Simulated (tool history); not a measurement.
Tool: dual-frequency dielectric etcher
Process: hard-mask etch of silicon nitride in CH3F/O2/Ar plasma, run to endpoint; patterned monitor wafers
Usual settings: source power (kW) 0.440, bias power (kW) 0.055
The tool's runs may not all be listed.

| run | hour | source power (kW) | bias power (kW) | wafers since the last listed run | hours since the last wet clean | hours since the last source power generator calibration | hours since the last bias power generator calibration | hours since the last upper electrode change | incoming incoming film thickness, nm | endpoint time (s) |
|---|---|---|---|---|---|---|---|---|---|---|
| 1 | 0.0 | 0.440 | 0.055 | 0 | 250.6 | 2951.6 | 1136.9 | 3971.3 | 56.8 | 76.0 |
| 2 | 14.8 | 0.440 | 0.055 | 228 | 265.4 | 2966.4 | 1151.7 | 3986.1 | 56.1 | 74.7 |
| 3 | 21.1 | 0.440 | 0.055 | 97 | 271.7 | 2972.7 | 1158.0 | 3992.4 | 55.6 | 74.0 |
| 4 | 28.8 | 0.390 | 0.055 | 118 | 279.4 | 2980.4 | 1165.7 | 4000.1 | 56.1 | 79.9 |
| 5 | 36.3 | 0.390 | 0.055 | 115 | 286.9 | 2987.9 | 1173.2 | 4007.6 | 55.9 | 80.2 |
| 6 | 51.7 | 0.390 | 0.055 | 237 | 302.3 | 3003.3 | 1188.6 | 4023.0 | 56.0 | 79.8 |
| 7 | 86.6 | 0.440 | 0.064 | 538 | 337.2 | 3038.2 | 1223.5 | 4057.9 | 56.0 | 70.7 |
|  | 113.2 | upper electrode replaced |
| 8 | 113.7 | 0.500 | 0.049 | 47 | 364.3 | 3065.3 | 1250.6 | 0.5 | 56.1 | 72.4 |
| 9 | 114.1 | 0.500 | 0.049 | 6 | 364.7 | 3065.7 | 1251.0 | 0.9 | 55.9 | 71.8 |
| 10 | 123.2 | 0.440 | 0.055 | 140 | 373.8 | 3074.8 | 1260.1 | 10.0 | 55.9 | 74.4 |
| 11 | 140.9 | 0.380 | 0.042 | 272 | 391.5 | 3092.5 | 1277.8 | 27.7 | 56.4 | 88.6 |
| 12 | 149.9 | 0.490 | 0.047 | 138 | 400.5 | 3101.5 | 1286.8 | 36.7 | 56.1 | 73.5 |
| 13 | 158.1 | 0.440 | 0.055 | 126 | 408.7 | 3109.7 | 1295.0 | 44.9 | 56.1 | 74.7 |
| 14 | 166.3 | 0.440 | 0.055 | 126 | 416.9 | 3117.9 | 1303.2 | 53.1 | 55.6 | 74.1 |
| 15 | 176.4 | 0.500 | 0.049 | 155 | 427.0 | 3128.0 | 1313.3 | 63.2 | 56.0 | 72.0 |
|  | 205.7 | source power generator calibrated |
| 16 | 209.2 | 0.490 | 0.042 | 444 | 459.8 | 3.5 | 1346.1 | 96.0 | 56.2 | 75.7 |
|  | 238.0 | wet clean of the chamber |
|  | 238.3 | bias power generator calibrated |
| 17 | 238.8 | 0.530 | 0.064 | 82 | 0.8 | 33.1 | 0.5 | 125.6 | 55.1 | 64.5 |
| 18 | 239.1 | 0.350 | 0.062 | 4 | 1.1 | 33.4 | 0.8 | 125.9 | 55.4 | 82.7 |
| 19 | 241.4 | 0.440 | 0.055 | 35 | 3.4 | 35.7 | 3.1 | 128.2 | 55.8 | 75.9 |
| 20 | 251.8 | 0.410 | 0.044 | 160 | 13.8 | 46.1 | 13.5 | 138.6 | 56.0 | 84.8 |
| 21 | 298.1 | 0.370 | 0.043 | 713 | 60.1 | 92.4 | 59.8 | 184.9 | 56.7 | 91.2 |

Forecast each of these 4 alternatives for the next run:
| A | 298.5 | 0.440 | 0.055 | 6 | 60.5 | 92.8 | 60.2 | 185.3 | 56.0 | ? |
| B | 298.5 | 0.440 | 0.059 | 6 | 60.5 | 92.8 | 60.2 | 185.3 | 56.0 | ? |
| C | 298.5 | 0.470 | 0.042 | 6 | 60.5 | 92.8 | 60.2 | 185.3 | 56.0 | ? |
| D | 298.5 | 0.350 | 0.055 | 6 | 60.5 | 92.8 | 60.2 | 185.3 | 56.0 | ? |

| run | endpoint time (s) |
|---|---|
| A | 75.8 |
| B | 74.1 |
| C | 79.1 |
| D | 86.4 |
Without the tool's hidden state the same runs would have given:
| run | endpoint time (s) |
|---|---|
| A | 76.0 |
| B | 74.4 |
| C | 79.4 |
| D | 86.7 |
